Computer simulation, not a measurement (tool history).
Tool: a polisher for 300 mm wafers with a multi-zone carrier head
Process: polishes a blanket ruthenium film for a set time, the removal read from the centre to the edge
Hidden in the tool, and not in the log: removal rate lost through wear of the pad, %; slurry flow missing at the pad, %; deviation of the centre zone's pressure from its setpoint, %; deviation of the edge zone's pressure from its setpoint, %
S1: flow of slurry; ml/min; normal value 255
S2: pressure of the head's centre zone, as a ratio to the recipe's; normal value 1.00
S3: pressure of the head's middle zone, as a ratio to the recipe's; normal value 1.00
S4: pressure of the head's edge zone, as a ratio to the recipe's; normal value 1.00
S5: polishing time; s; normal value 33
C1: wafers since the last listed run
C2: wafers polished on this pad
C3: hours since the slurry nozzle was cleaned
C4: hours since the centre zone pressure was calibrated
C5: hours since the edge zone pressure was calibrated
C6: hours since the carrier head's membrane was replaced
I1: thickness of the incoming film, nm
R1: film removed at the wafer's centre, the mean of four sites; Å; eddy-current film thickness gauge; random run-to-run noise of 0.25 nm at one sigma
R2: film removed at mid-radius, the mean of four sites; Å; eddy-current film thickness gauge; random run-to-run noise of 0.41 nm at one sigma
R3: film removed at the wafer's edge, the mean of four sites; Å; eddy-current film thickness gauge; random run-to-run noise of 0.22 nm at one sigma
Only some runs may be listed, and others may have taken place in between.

run 1 hour=0.0 | S1=255 S2=1.00 S3=1.00 S4=1.00 S5=33 | C1=0 C2=1646 C3=108.0 C4=105.7 C5=778.4 C6=719.8 | I1=551.1 | R1=325 R2=342 R3=340
run 2 hour=57.1 | S1=255 S2=1.00 S3=1.00 S4=0.96 S5=33 | C1=748 C2=2394 C3=165.1 C4=162.8 C5=835.5 C6=776.9 | I1=560.2 | R1=324 R2=334 R3=331
-- hour=77.7 worn pad replaced by a new one
run 3 hour=99.6 | S1=255 S2=1.00 S3=1.00 S4=0.96 S5=33 | C1=504 C2=286 C3=207.6 C4=205.3 C5=878.0 C6=819.4 | I1=568.4 | R1=323 R2=337 R3=330
run 4 hour=144.0 | S1=295 S2=1.00 S3=1.00 S4=1.00 S5=33 | C1=581 C2=868 C3=252.0 C4=249.7 C5=922.4 C6=863.8 | I1=566.0 | R1=325 R2=349 R3=339
run 5 hour=198.6 | S1=295 S2=1.00 S3=1.00 S4=1.00 S5=33 | C1=715 C2=1583 C3=306.6 C4=304.3 C5=977.0 C6=918.4 | I1=563.5 | R1=326 R2=346 R3=337
run 6 hour=239.2 | S1=255 S2=1.00 S3=1.00 S4=1.00 S5=33 | C1=531 C2=2115 C3=347.2 C4=344.9 C5=1017.6 C6=959.0 | I1=559.0 | R1=315 R2=333 R3=331
run 7 hour=297.9 | S1=255 S2=1.00 S3=1.00 S4=1.00 S5=33 | C1=768 C2=2884 C3=405.9 C4=403.6 C5=1076.3 C6=1017.7 | I1=560.2 | R1=312 R2=334 R3=331
-- hour=310.5 worn pad replaced by a new one
run 8 hour=324.3 | S1=255 S2=1.00 S3=1.00 S4=1.00 S5=33 | C1=293 C2=181 C3=432.3 C4=430.0 C5=1102.7 C6=1044.1 | I1=557.6 | R1=314 R2=327 R3=336
-- hour=341.8 slurry nozzle cleaned
-- hour=362.4 centre zone pressure recalibrated
run 9 hour=391.0 | S1=255 S2=1.00 S3=1.00 S4=1.00 S5=33 | C1=834 C2=1015 C3=49.2 C4=28.6 C5=1169.4 C6=1110.8 | I1=562.3 | R1=325 R2=345 R3=343
run 10 hour=422.7 | S1=255 S2=1.00 S3=1.00 S4=1.00 S5=33 | C1=415 C2=1430 C3=80.9 C4=60.3 C5=1201.1 C6=1142.5 | I1=554.9 | R1=331 R2=343 R3=335
run 11 hour=458.2 | S1=255 S2=0.94 S3=1.10 S4=1.08 S5=33 | C1=465 C2=1895 C3=116.4 C4=95.8 C5=1236.6 C6=1178.0 | I1=559.6 | R1=302 R2=371 R3=349
-- hour=481.7 edge zone pressure recalibrated
-- hour=501.9 carrier head's membrane replaced by a new one
-- hour=503.9 worn pad replaced by a new one
run 12 hour=515.5 | S1=255 S2=1.00 S3=1.00 S4=1.00 S5=33 | C1=633 C2=152 C3=173.7 C4=153.1 C5=33.8 C6=13.6 | I1=559.0 | R1=324 R2=340 R3=338
run 13 hour=583.6 | S1=210 S2=0.95 S3=1.06 S4=1.00 S5=33 | C1=892 C2=1044 C3=241.8 C4=221.2 C5=101.9 C6=81.7 | I1=558.6 | R1=289 R2=344 R3=321
run 14 hour=656.8 | S1=255 S2=1.00 S3=1.00 S4=1.00 S5=42 | C1=958 C2=2003 C3=315.0 C4=294.4 C5=175.1 C6=154.9 | I1=561.4 | R1=399 R2=420 R3=424
run 15 hour=691.4 | S1=255 S2=1.00 S3=1.00 S4=0.96 S5=33 | C1=453 C2=2456 C3=349.6 C4=329.0 C5=209.7 C6=189.5 | I1=560.0 | R1=315 R2=333 R3=324
run 16 hour=724.9 | S1=255 S2=1.00 S3=1.00 S4=1.00 S5=33 | C1=438 C2=2895 C3=383.1 C4=362.5 C5=243.2 C6=223.0 | I1=564.1 | R1=313 R2=335 R3=328
-- hour=745.1 worn pad replaced by a new one, of another model than before
run 17 hour=764.3 | S1=255 S2=0.93 S3=0.94 S4=1.04 S5=33 | C1=463 C2=251 C3=422.5 C4=401.9 C5=282.6 C6=262.4 | I1=550.7 | R1=271 R2=297 R3=326
-- hour=807.3 slurry nozzle cleaned
run 18 hour=820.4 | S1=255 S2=1.00 S3=0.92 S4=1.00 S5=42 | C1=721 C2=973 C3=13.1 C4=458.0 C5=338.7 C6=318.5 | I1=560.2 | R1=426 R2=408 R3=433
-- hour=839.6 centre zone pressure recalibrated
run 19 hour=849.3 | S1=255 S2=0.91 S3=1.10 S4=1.00 S5=33 | C1=352 C2=1325 C3=42.0 C4=9.7 C5=367.6 C6=347.4 | I1=570.4 | R1=301 R2=367 R3=334
-- hour=967.2 worn pad replaced by a new one
run 20 hour=1041.1 | S1=255 S2=1.00 S3=0.89 S4=1.00 S5=39 | C1=2460 C2=967 C3=233.8 C4=201.5 C5=559.4 C6=539.2 | I1=557.4 | R1=365 R2=353 R3=387
run 21 hour=1068.3 | S1=310 S2=1.03 S3=1.00 S4=1.00 S5=24 | C1=356 C2=1324 C3=261.0 C4=228.7 C5=586.6 C6=566.4 | I1=559.0 | R1=244 R2=249 R3=243

State the hidden condition of the tool at each of the runs:
removal rate lost through wear of the pad, %: 0 in every run
deviation of the centre zone's pressure from its setpoint, %: 0 in every run
deviation of the edge zone's pressure from its setpoint, %: 0 in every run
H1: slurry flow missing at the pad, %
run=1 H1=13.7
run=2 H1=17.7
run=3 H1=19.9
run=4 H1=21.7
run=5 H1=23.3
run=6 H1=24.2
run=7 H1=25.1
run=8 H1=25.4
run=9 H1=9.34
run=10 H1=12.9
run=11 H1=16.1
run=12 H1=19.9
run=13 H1=23.1
run=14 H1=25.2
run=15 H1=25.9
run=16 H1=26.5
run=17 H1=27
run=18 H1=2.46
run=19 H1=6.51
run=20 H1=20.8
run=21 H1=21.8
